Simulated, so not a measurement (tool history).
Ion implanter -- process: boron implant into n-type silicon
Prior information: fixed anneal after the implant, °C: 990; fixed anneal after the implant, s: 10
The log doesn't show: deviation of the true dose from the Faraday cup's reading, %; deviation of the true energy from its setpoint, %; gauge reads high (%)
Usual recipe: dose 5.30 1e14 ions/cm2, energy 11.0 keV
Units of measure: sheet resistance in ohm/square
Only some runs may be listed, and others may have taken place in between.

run   hour  dose  energy  wafers since the last listed run  hours since the last dose calibration  hours since the extraction supply was calibrated  hours since the gauge calibration  read-back reference wafer on the same gauge, sheet resistance  sheet resistance
  1    0.0  5.30    11.0                                 0                                 1016.6                                            2842.4                              139.1                                                         245.01            215.83
  2   10.6  5.30    11.0                               110                                 1027.2                                            2853.0                              149.7                                                         245.05            216.68
  3   23.5  5.30    11.0                               134                                 1040.1                                            2865.9                              162.6                                                         244.92            215.61
  4   37.0  5.30    11.0                               140                                 1053.6                                            2879.4                              176.1                                                         244.97            216.06
  5   52.1  5.30    11.0                               157                                 1068.7                                            2894.5                              191.2                                                         244.97            215.72
  6   68.8  5.30    11.0                               174                                 1085.4                                            2911.2                              207.9                                                         245.09            215.15
  7   83.7  4.83    13.5                               155                                 1100.3                                            2926.1                              222.8                                                         244.88            229.53
  8   96.9  6.32    11.0                               137                                 1113.5                                            2939.3                              236.0                                                         245.10            189.25
  9  113.6  6.32    11.0                               174                                 1130.2                                            2956.0                              252.7                                                         244.92            187.47
 10  121.3  6.32    11.0                                80                                 1137.9                                            2963.7                              260.4                                                         245.00            188.47
 11  138.0  5.30    11.0                               174                                 1154.6                                            2980.4                              277.1                                                         245.07            214.19
 12  155.2  5.30    11.0                               179                                 1171.8                                            2997.6                              294.3                                                         245.08            214.82
 13  164.4  5.30     8.0                                95                                 1181.0                                            3006.8                              303.5                                                         245.00            221.78
 14  181.6  5.30    11.0                               179                                 1198.2                                            3024.0                              320.7                                                         245.03            216.24
     190.7  -- Faraday cup replaced and dose calibrated
     196.4  -- extraction supply calibrated
 15  198.6  5.30    11.0                                34                                    7.9                                               2.2                              337.7                                                         245.19            214.85
 16  209.6  5.30    11.0                               114                                   18.9                                              13.2                              348.7                                                         245.04            216.42
 17  225.5  5.30    11.0                               165                                   34.8                                              29.1                              364.6                                                         245.01            215.19
 18  238.1  5.30    11.0                               131                                   47.4                                              41.7                              377.2                                                         245.25            216.02
 19  246.3  5.30    14.0                                85                                   55.6                                              49.9                              385.4                                                         244.95            212.41
 20  252.9  6.61     9.0                                68                                   62.2                                              56.5                              392.0                                                         245.07            186.84
     266.8  -- gauge calibrated
 21  268.7  5.30    11.0                               164                                   78.0                                              72.3                                1.9                                                         245.03            217.80
 22  283.5  4.33     7.5                               154                                   92.8                                              87.1                               16.7                                                         244.97            264.84
 23  297.3  5.30    11.0                               143                                  106.6                                             100.9                               30.5                                                         245.01            215.80
 24  313.0  6.65     8.5                               163                                  122.3                                             116.6                               46.2                                                         245.01            187.32
 25  319.2  5.89    11.0                                64                                  128.5                                             122.8                               52.4                                                         244.93            198.64
 26  334.0  5.30    11.0                               154                                  143.3                                             137.6                               67.2                                                         244.74            214.55
 27  345.8  4.33     9.0                               122                                  155.1                                             149.4                               79.0                                                         244.96            258.82
 28  362.3  5.72     8.0                               171                                  171.6                                             165.9                               95.5                                                         245.02            210.61
 29  374.8  5.30    11.0                               130                                  184.1                                             178.4                              108.0                                                         245.02            214.83
 30  388.6  5.30    11.0                               143                                  197.9                                             192.2                              121.8                                                         244.99            217.80
 31  396.0  5.97     7.5                                77                                  205.3                                             199.6                              129.2                                                         245.02            206.11
 32  402.3  3.78    12.5                                65                                  211.6                                             205.9                              135.5                                                         245.07            283.84
 33  411.1  3.80     9.0                                91                                  220.4                                             214.7                              144.3                                                         244.78            290.73
 34  425.9  4.00    12.0                               154                                  235.2                                             229.5                              159.1                                                         244.76            270.37
 35  433.2  4.29    14.0                                76                                  242.5                                             236.8                              166.4                                                         244.85            252.84

Entry by entry between the runs, the difference in hidden state between the last listed run before and the first listed run after:
Logged between run 14 and run 15: Faraday cup replaced and dose calibrated (hour 190.7); extraction supply calibrated (hour 196.4)
  nothing in the hidden state changes from one run to the other
Logged between run 20 and run 21: gauge calibrated (hour 266.8)
  nothing in the hidden state changes from one run to the other

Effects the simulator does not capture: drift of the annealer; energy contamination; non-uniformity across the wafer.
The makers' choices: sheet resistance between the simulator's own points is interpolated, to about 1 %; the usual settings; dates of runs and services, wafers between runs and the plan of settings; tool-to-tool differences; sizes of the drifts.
